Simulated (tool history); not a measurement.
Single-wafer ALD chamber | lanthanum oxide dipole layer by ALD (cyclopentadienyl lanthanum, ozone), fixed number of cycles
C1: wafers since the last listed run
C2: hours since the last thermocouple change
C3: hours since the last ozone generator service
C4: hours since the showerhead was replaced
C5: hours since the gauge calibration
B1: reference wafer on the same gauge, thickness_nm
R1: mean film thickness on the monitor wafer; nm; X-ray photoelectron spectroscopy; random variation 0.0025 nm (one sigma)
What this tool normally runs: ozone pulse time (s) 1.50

Run 1, day 0.000: usual settings but ozone pulse time (s) 1.79; C1 0; C2 243.7; C3 641.7; C4 4059.4; C5 1566.4; B1 0.486. Result: R1 0.563 nm.
Run 2, day 2.729: usual settings; C1 1593; C2 309.2; C3 707.2; C4 4124.9; C5 1631.9; B1 0.486. Result: R1 0.550 nm.
Run 3, day 5.200: usual settings; C1 1442; C2 368.5; C3 766.5; C4 4184.2; C5 1691.2; B1 0.485. Result: R1 0.552 nm.
Run 4, day 7.350: usual settings but ozone pulse time (s) 1.05; C1 1255; C2 420.1; C3 818.1; C4 4235.8; C5 1742.8; B1 0.485. Result: R1 0.523 nm.
Run 5, day 9.696: usual settings but ozone pulse time (s) 1.05; C1 1369; C2 476.4; C3 874.4; C4 4292.1; C5 1799.1; B1 0.486. Result: R1 0.524 nm.
Run 6, day 12.158: usual settings; C1 1437; C2 535.5; C3 933.5; C4 4351.2; C5 1858.2; B1 0.485. Result: R1 0.546 nm.
Run 7, day 16.483: usual settings but ozone pulse time (s) 1.78; C1 2525; C2 639.3; C3 1037.3; C4 4455.0; C5 1962.0; B1 0.485. Result: R1 0.555 nm.
Run 8, day 19.242: usual settings but ozone pulse time (s) 1.78; C1 1610; C2 705.5; C3 1103.5; C4 4521.2; C5 2028.2; B1 0.485. Result: R1 0.560 nm.
Run 9, day 23.325: usual settings but ozone pulse time (s) 1.78; C1 2384; C2 803.5; C3 1201.5; C4 4619.2; C5 2126.2; B1 0.485. Result: R1 0.559 nm.
Run 10, day 27.892: usual settings; C1 2666; C2 913.1; C3 1311.1; C4 4728.8; C5 2235.8; B1 0.486. Result: R1 0.543 nm.
Run 11, day 30.717: usual settings; C1 1649; C2 980.9; C3 1378.9; C4 4796.6; C5 2303.6; B1 0.484. Result: R1 0.541 nm.
At day 31.654: showerhead replaced.
At day 33.167: ozone generator serviced.
Run 12, day 33.346: usual settings but ozone pulse time (s) 1.80; C1 1146; C2 1044.0; C3 4.3; C4 40.6; C5 2366.7; B1 0.484. Result: R1 0.530 nm.
At day 36.179: thermocouple changed; heater temperature recalibrated.
Run 13, day 37.129: usual settings but ozone pulse time (s) 1.80; C1 2014; C2 22.8; C3 95.1; C4 131.4; C5 2457.5; B1 0.485. Result: R1 0.534 nm.
Run 14, day 41.225: usual settings but ozone pulse time (s) 1.80; C1 2391; C2 121.1; C3 193.4; C4 229.7; C5 2555.8; B1 0.485. Result: R1 0.537 nm.
Run 15, day 44.092: usual settings; C1 1674; C2 189.9; C3 262.2; C4 298.5; C5 2624.6; B1 0.485. Result: R1 0.519 nm.
Run 16, day 45.633: usual settings but ozone pulse time (s) 1.67; C1 900; C2 226.9; C3 299.2; C4 335.5; C5 2661.6; B1 0.485. Result: R1 0.528 nm.
Run 17, day 49.454: usual settings but ozone pulse time (s) 1.31; C1 2231; C2 318.6; C3 390.9; C4 427.2; C5 2753.3; B1 0.485. Result: R1 0.500 nm.
At day 51.146: ozone generator serviced, repeated, since the last time left the tool worse.
Run 18, day 53.646: usual settings; C1 2253; C2 419.2; C3 60.0; C4 527.8; C5 2853.9; B1 0.485. Result: R1 0.551 nm.
Run 19, day 55.392: usual settings but ozone pulse time (s) 1.30; C1 1019; C2 461.1; C3 101.9; C4 569.7; C5 2895.8; B1 0.485. Result: R1 0.540 nm.
At day 55.583: gauge calibrated.
Run 20, day 59.021: usual settings but ozone pulse time (s) 2.07; C1 2119; C2 548.2; C3 189.0; C4 656.8; C5 82.5; B1 0.486. Result: R1 0.572 nm.
Run 21, day 62.700: usual settings; C1 2148; C2 636.5; C3 277.3; C4 745.1; C5 170.8; B1 0.485. Result: R1 0.554 nm.
Run 22, day 67.088: usual settings but ozone pulse time (s) 1.15; C1 2562; C2 741.8; C3 382.6; C4 850.4; C5 276.1; B1 0.485. Result: R1 0.533 nm.
Run 23, day 71.104: usual settings but ozone pulse time (s) 1.65; C1 2345; C2 838.2; C3 479.0; C4 946.8; C5 372.5; B1 0.485. Result: R1 0.564 nm.
Run 24, day 72.683: usual settings but ozone pulse time (s) 1.19; C1 922; C2 876.1; C3 516.9; C4 984.7; C5 410.4; B1 0.486. Result: R1 0.540 nm.
Run 25, day 77.188: usual settings but ozone pulse time (s) 1.35; C1 2630; C2 984.2; C3 625.0; C4 1092.8; C5 518.5; B1 0.486. Result: R1 0.544 nm.
At day 79.354: thermocouple changed; heater temperature recalibrated.
Run 26, day 79.375: usual settings but ozone pulse time (s) 1.86; C1 1082; C2 0.5; C3 677.5; C4 1145.3; C5 571.0; B1 0.485. Result: R1 0.564 nm.
Run 27, day 82.908: usual settings but ozone pulse time (s) 1.65; C1 2063; C2 85.3; C3 762.3; C4 1230.1; C5 655.8; B1 0.486. Result: R1 0.555 nm.
Run 28, day 86.550: usual settings but ozone pulse time (s) 1.18; C1 2126; C2 172.7; C3 849.7; C4 1317.5; C5 743.2; B1 0.485. Result: R1 0.534 nm.
Run 29, day 88.638: usual settings; C1 1219; C2 222.8; C3 899.8; C4 1367.6; C5 793.3; B1 0.485. Result: R1 0.547 nm.

For run 30, what comes out?
Run 30, day 91.338: usual settings; C1 1576; C2 287.6; C3 964.6; C4 1432.4; C5 858.1; B1 ?. Result: R1 ?.

{"run 30": {"B1": 0.485, "R1": 0.545}}
Minus the tool's unlogged condition, the same run would have read R1 0.554 nm.
